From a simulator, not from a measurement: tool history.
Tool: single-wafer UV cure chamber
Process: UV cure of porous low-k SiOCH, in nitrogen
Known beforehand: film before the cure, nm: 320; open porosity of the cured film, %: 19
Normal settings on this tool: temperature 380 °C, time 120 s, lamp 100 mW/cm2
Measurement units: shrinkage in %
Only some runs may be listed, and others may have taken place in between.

| run | day | temperature | time | lamp | wafers since the last listed run | hours since the UV bulbs were replaced | wafers since the quartz window was cleaned | shrinkage |
|---|---|---|---|---|---|---|---|---|
| 1 | 0 | 380 | 120 | 100 | 0 | 1114.8 | 674 | 7.74 |
| 2 | 2.596 | 380 | 120 | 100 | 201 | 1177.1 | 875 | 7.915 |
| 3 | 4.179 | 380 | 120 | 100 | 122 | 1215.1 | 998 | 8.062 |
| 4 | 7.021 | 380 | 120 | 100 | 220 | 1283.3 | 1219 | 7.614 |
| 5 | 10.375 | 380 | 120 | 100 | 260 | 1363.8 | 1479 | 7.528 |
| 6 | 13.292 | 380 | 120 | 100 | 226 | 1433.8 | 1706 | 7.494 |
| 7 | 17.633 | 380 | 120 | 100 | 337 | 1538 | 2043 | 7.41 |
| 8 | 21.896 | 380 | 120 | 130 | 330 | 1640.3 | 2374 | 8.446 |
| 9 | 25.233 | 380 | 70 | 100 | 259 | 1720.4 | 2633 | 5.106 |
| 10 | 28.525 | 380 | 70 | 100 | 255 | 1799.4 | 2888 | 5.286 |
| 11 | 32.083 | 380 | 70 | 100 | 276 | 1884.8 | 3165 | 5.204 |
|  | 33.45 | quartz window cleaned |
| 12 | 36.217 | 367 | 120 | 100 | 295 | 1984 | 214 | 7.797 |
| 13 | 40.712 | 380 | 120 | 119 | 349 | 2091.9 | 563 | 8.451 |
| 14 | 43.475 | 380 | 120 | 119 | 214 | 2158.2 | 778 | 8.442 |
|  | 45.304 | UV bulbs replaced |
| 15 | 45.629 | 395 | 120 | 70 | 141 | 7.8 | 919 | 6.671 |
| 16 | 48.746 | 388 | 160 | 77 | 241 | 82.6 | 1161 | 7.9 |
| 17 | 51.688 | 365 | 120 | 100 | 228 | 153.2 | 1390 | 7.246 |
| 18 | 54.242 | 399 | 120 | 110 | 198 | 214.5 | 1588 | 7.851 |
| 19 | 57.508 | 387 | 60 | 65 | 253 | 292.9 | 1842 | 3.751 |
| 20 | 59.942 | 390 | 95 | 62 | 188 | 351.3 | 2031 | 4.866 |
| 21 | 62.796 | 380 | 120 | 100 | 221 | 419.8 | 2252 | 7.514 |
| 22 | 64.65 | 380 | 165 | 100 | 143 | 464.3 | 2396 | 8.497 |
|  | 69.012 | quartz window cleaned |
| 23 | 69.792 | 389 | 100 | 100 | 373 | 587.7 | 60 | 7.217 |
| 24 | 73.879 | 380 | 120 | 100 | 317 | 685.8 | 377 | 7.675 |
| 25 | 77.396 | 367 | 95 | 139 | 273 | 770.2 | 650 | 7.906 |
| 26 | 81.354 | 380 | 120 | 100 | 307 | 865.2 | 958 | 7.603 |
| 27 | 84.629 | 391 | 120 | 100 | 254 | 943.8 | 1212 | 7.764 |
| 28 | 87.779 | 380 | 120 | 100 | 244 | 1019.4 | 1457 | 7.553 |
| 29 | 91.554 | 380 | 150 | 68 | 293 | 1110 | 1750 | 6.796 |

Here are 3 independent what-if runs from the current tool condition. What would each one return?
| A | 91.575 | 380 | 120 | 84 | 1 | 1110.5 | 1751 | ? |
| B | 91.575 | 380 | 100 | 100 | 1 | 1110.5 | 1751 | ? |
| C | 91.575 | 360 | 165 | 100 | 1 | 1110.5 | 1751 | ? |

| run | shrinkage |
|---|---|
| A | 6.937 |
| B | 6.907 |
| C | 8.551 |
Without the tool's hidden state the same runs would have given:
| run | shrinkage |
|---|---|
| A | 7.418 |
| B | 7.386 |
| C | 9.058 |

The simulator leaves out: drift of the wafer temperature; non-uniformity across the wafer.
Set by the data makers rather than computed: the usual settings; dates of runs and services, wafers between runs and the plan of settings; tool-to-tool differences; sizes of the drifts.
